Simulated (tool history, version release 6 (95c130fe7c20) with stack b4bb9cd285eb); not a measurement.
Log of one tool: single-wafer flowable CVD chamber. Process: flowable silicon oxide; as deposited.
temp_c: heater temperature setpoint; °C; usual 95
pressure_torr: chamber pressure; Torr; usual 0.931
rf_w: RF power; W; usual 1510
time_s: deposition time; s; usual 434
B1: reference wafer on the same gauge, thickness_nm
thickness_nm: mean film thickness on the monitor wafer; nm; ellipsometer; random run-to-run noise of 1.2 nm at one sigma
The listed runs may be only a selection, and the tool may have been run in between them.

Run 1, hour 0.0: usual settings; B1 339.887. Result: thickness_nm 398.847 nm.
Run 2, hour 10.6: usual settings; B1 340.283. Result: thickness_nm 400.243 nm.
Run 3, hour 21.4: usual settings; B1 340.309. Result: thickness_nm 402.603 nm.
Run 4, hour 38.3: usual settings but time_s 386 s; B1 340.400. Result: thickness_nm 363.346 nm.
Run 5, hour 55.6: usual settings but time_s 386 s; B1 340.066. Result: thickness_nm 361.165 nm.
Run 6, hour 77.8: usual settings but time_s 386 s; B1 339.909. Result: thickness_nm 364.125 nm.
At hour 95.2: thermocouple changed; heater temperature recalibrated.
Run 7, hour 95.7: usual settings; B1 340.202. Result: thickness_nm 343.811 nm.
Run 8, hour 107.9: usual settings; B1 339.737. Result: thickness_nm 343.314 nm.
At hour 123.4: showerhead replaced, of another model than before.
Run 9, hour 123.9: usual settings; B1 340.683. Result: thickness_nm 343.635 nm.
At hour 129.1: gauge calibrated.
Run 10, hour 134.7: usual settings; B1 340.134. Result: thickness_nm 342.753 nm.
At hour 145.9: RF generator calibrated.
Run 11, hour 148.2: usual settings; B1 340.171. Result: thickness_nm 343.519 nm.
Run 12, hour 168.2: usual settings; B1 340.192. Result: thickness_nm 343.950 nm.
Run 13, hour 181.1: usual settings but pressure_torr 0.712 Torr, rf_w 1730 W; B1 340.045. Result: thickness_nm 316.328 nm.
Run 14, hour 189.9: usual settings but temp_c 103 °C, time_s 382 s; B1 340.451. Result: thickness_nm 224.256 nm.
At hour 198.6: capacitance manometer re-zeroed and calibrated.
Run 15, hour 198.9: usual settings but pressure_torr 0.802 Torr; B1 339.996. Result: thickness_nm 317.115 nm.
Run 16, hour 213.6: usual settings but time_s 387 s; B1 340.832. Result: thickness_nm 308.361 nm.
Run 17, hour 230.3: usual settings; B1 339.657. Result: thickness_nm 347.669 nm.
Run 18, hour 248.2: usual settings but time_s 391 s; B1 340.036. Result: thickness_nm 310.199 nm.
Run 19, hour 260.2: usual settings but pressure_torr 0.782 Torr, time_s 386 s; B1 340.499. Result: thickness_nm 279.786 nm.
Run 20, hour 271.6: usual settings but temp_c 103 °C, time_s 382 s; B1 340.379. Result: thickness_nm 224.435 nm.
Run 21, hour 287.3: usual settings but temp_c 87 °C, pressure_torr 0.819 Torr, rf_w 1740 W, time_s 483 s; B1 340.725. Result: thickness_nm 506.894 nm.
Run 22, hour 295.3: usual settings but temp_c 103 °C, rf_w 1335 W; B1 340.791. Result: thickness_nm 235.816 nm.

Branching from run 22: 5 alternative next runs. What would each branch give?
Run A, hour 295.8: usual settings but temp_c 83 °C; B1 ?. Result: thickness_nm ?.
Run B, hour 295.8: usual settings but temp_c 83 °C, pressure_torr 1.001 Torr, time_s 470 s; B1 ?. Result: thickness_nm ?.
Run C, hour 295.8: usual settings but time_s 385 s; B1 ?. Result: thickness_nm ?.
Run D, hour 295.8: usual settings but temp_c 87 °C, rf_w 1620 W, time_s 462 s; B1 ?. Result: thickness_nm ?.
Run E, hour 295.8: usual settings but rf_w 1805 W; B1 ?. Result: thickness_nm ?.

run       B1  thickness_nm
  A  340.475       528.823
  B  340.475       597.428
  C  340.475       306.605
  D  340.475       507.361
  E  340.475       372.771
Take away the tool's hidden state, keep each run's random variation, and the runs would have read:
run  thickness_nm
  A       519.190
  B       586.545
  C       300.549
  D       498.350
  E       365.408

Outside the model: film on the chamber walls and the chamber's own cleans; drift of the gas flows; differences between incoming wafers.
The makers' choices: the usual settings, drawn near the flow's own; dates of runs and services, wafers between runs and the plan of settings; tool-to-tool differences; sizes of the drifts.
